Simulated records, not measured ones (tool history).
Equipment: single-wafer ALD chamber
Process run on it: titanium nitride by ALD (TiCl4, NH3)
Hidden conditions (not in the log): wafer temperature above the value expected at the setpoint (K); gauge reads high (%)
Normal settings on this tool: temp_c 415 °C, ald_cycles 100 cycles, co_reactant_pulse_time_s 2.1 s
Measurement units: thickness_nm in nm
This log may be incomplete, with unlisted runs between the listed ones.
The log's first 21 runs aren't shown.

run	hour	temp_c	ald_cycles	co_reactant_pulse_time_s	wafers since the last listed run	hours since the last thermocouple change	hours since the showerhead was replaced	hours since the gauge calibration	read-back reference wafer on the same gauge, thickness_nm	thickness_nm
22	1151.9	415	93	2.1	101	356.9	5176.6	2692.7	2.084	1.997
23	1196.9	404	100	2.1	64	401.9	5221.6	2737.7	2.083	2.14
24	1258.6	402	100	2.1	87	463.6	5283.3	2799.4	2.081	2.135
# hour 1291.8: gauge calibrated
25	1301.4	415	100	2.1	60	506.4	5326.1	9.6	2.114	2.181
26	1346.8	401	114	1.32	64	551.8	5371.5	55	2.114	2.402
27	1385.6	415	100	2.1	55	590.6	5410.3	93.8	2.116	2.182
28	1440.4	426	108	2.54	77	645.4	5465.1	148.6	2.113	2.39
29	1498	415	100	1.77	81	703	5522.7	206.2	2.114	2.168
30	1546.5	415	100	2.1	68	751.5	5571.2	254.7	2.114	2.188
# hour 1600.9: showerhead replaced
31	1612	415	94	2.1	81	817	11.1	320.2	2.113	2.037
32	1791.2	415	100	2.82	254	996.2	190.3	499.4	2.111	2.208
33	1847.6	410	84	2.1	80	1052.6	246.7	555.8	2.113	1.836
34	2044.3	415	100	2.1	279	1249.3	443.4	752.5	2.11	2.187
35	2105.5	407	95	1.43	87	1310.5	504.6	813.7	2.11	2.016
36	2139.7	415	84	2.88	48	1344.7	538.8	847.9	2.111	1.855
37	2297.7	415	100	2.1	224	1502.7	696.8	1005.9	2.111	2.174
38	2337.3	410	100	2.5	56	1542.3	736.4	1045.5	2.11	2.192
39	2381.3	409	100	2.1	62	1586.3	780.4	1089.5	2.108	2.165
40	2573.2	415	100	2.1	272	1778.2	972.3	1281.4	2.105	2.163

Below are 4 alternative next runs, each starting from the tool's condition after run 40. Predict each:
A	2573.8	401	100	2.1	0	1778.8	972.9	1282	?	?
B	2573.8	404	118	2.8	0	1778.8	972.9	1282	?	?
C	2573.8	409	107	2.44	0	1778.8	972.9	1282	?	?
D	2573.8	415	100	2.55	0	1778.8	972.9	1282	?	?

run	read-back reference wafer on the same gauge, thickness_nm	thickness_nm
A	2.104	2.155
B	2.104	2.575
C	2.104	2.325
D	2.104	2.179
The same runs, with their run-to-run variation unchanged, on a tool lacking any hidden condition would have given:
run	thickness_nm
A	2.171
B	2.594
C	2.342
D	2.195
